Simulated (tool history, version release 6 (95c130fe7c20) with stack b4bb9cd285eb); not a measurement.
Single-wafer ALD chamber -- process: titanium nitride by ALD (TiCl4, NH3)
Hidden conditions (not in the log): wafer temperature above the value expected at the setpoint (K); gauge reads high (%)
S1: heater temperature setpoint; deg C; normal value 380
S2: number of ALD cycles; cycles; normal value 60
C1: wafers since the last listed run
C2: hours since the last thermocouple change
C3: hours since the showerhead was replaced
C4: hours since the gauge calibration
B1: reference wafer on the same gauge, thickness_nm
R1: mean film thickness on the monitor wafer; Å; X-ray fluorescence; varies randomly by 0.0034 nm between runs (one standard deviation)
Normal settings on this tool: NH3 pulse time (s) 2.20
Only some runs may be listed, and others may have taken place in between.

{"run": 1, "hour": 0.0, "S1": 380, "S2": 60, "NH3 pulse time (s)": 2.2, "C1": 0, "C2": 2199.1, "C3": 5713.8, "C4": 213.3, "B1": 1.422, "R1": 13.5}
{"run": 2, "hour": 48.1, "S1": 380, "S2": 60, "NH3 pulse time (s)": 2.2, "C1": 132, "C2": 2247.2, "C3": 5761.9, "C4": 261.4, "B1": 1.421, "R1": 13.42}
{"run": 3, "hour": 95.9, "S1": 380, "S2": 57, "NH3 pulse time (s)": 2.2, "C1": 131, "C2": 2295.0, "C3": 5809.7, "C4": 309.2, "B1": 1.42, "R1": 12.7}
{"run": 4, "hour": 193.6, "S1": 380, "S2": 57, "NH3 pulse time (s)": 2.2, "C1": 269, "C2": 2392.7, "C3": 5907.4, "C4": 406.9, "B1": 1.42, "R1": 12.74}
{"run": 5, "hour": 230.5, "S1": 380, "S2": 57, "NH3 pulse time (s)": 2.2, "C1": 101, "C2": 2429.6, "C3": 5944.3, "C4": 443.8, "B1": 1.42, "R1": 12.84}
{"run": 6, "hour": 254.6, "S1": 389, "S2": 60, "NH3 pulse time (s)": 2.2, "C1": 66, "C2": 2453.7, "C3": 5968.4, "C4": 467.9, "B1": 1.42, "R1": 13.54}
{"hour": 291.0, "done": "showerhead replaced"}
{"run": 7, "hour": 322.1, "S1": 380, "S2": 60, "NH3 pulse time (s)": 1.53, "C1": 163, "C2": 2521.2, "C3": 31.1, "C4": 535.4, "B1": 1.42, "R1": 12.85}
{"run": 8, "hour": 381.8, "S1": 380, "S2": 60, "NH3 pulse time (s)": 2.2, "C1": 164, "C2": 2580.9, "C3": 90.8, "C4": 595.1, "B1": 1.42, "R1": 13.48}
{"run": 9, "hour": 451.4, "S1": 380, "S2": 48, "NH3 pulse time (s)": 2.2, "C1": 191, "C2": 2650.5, "C3": 160.4, "C4": 664.7, "B1": 1.42, "R1": 10.74}
{"run": 10, "hour": 486.1, "S1": 380, "S2": 70, "NH3 pulse time (s)": 2.2, "C1": 95, "C2": 2685.2, "C3": 195.1, "C4": 699.4, "B1": 1.419, "R1": 15.64}
{"run": 11, "hour": 539.3, "S1": 373, "S2": 50, "NH3 pulse time (s)": 2.6, "C1": 146, "C2": 2738.4, "C3": 248.3, "C4": 752.6, "B1": 1.42, "R1": 11.33}

Expected results for the next run?
{"hour": 554.2, "done": "thermocouple changed; heater temperature recalibrated"}
{"hour": 565.3, "done": "gauge calibrated"}
{"run": 12, "hour": 609.4, "S1": 380, "S2": 60, "NH3 pulse time (s)": 2.2, "C1": 171, "C2": 55.2, "C3": 318.4, "C4": 44.1, "B1": "?", "R1": "?"}

For run 12 the tool returned B1 1.420, R1 13.43 Å.
On a tool with no hidden condition, and with the same random variation, this run would have come out at R1 13.43 Å.

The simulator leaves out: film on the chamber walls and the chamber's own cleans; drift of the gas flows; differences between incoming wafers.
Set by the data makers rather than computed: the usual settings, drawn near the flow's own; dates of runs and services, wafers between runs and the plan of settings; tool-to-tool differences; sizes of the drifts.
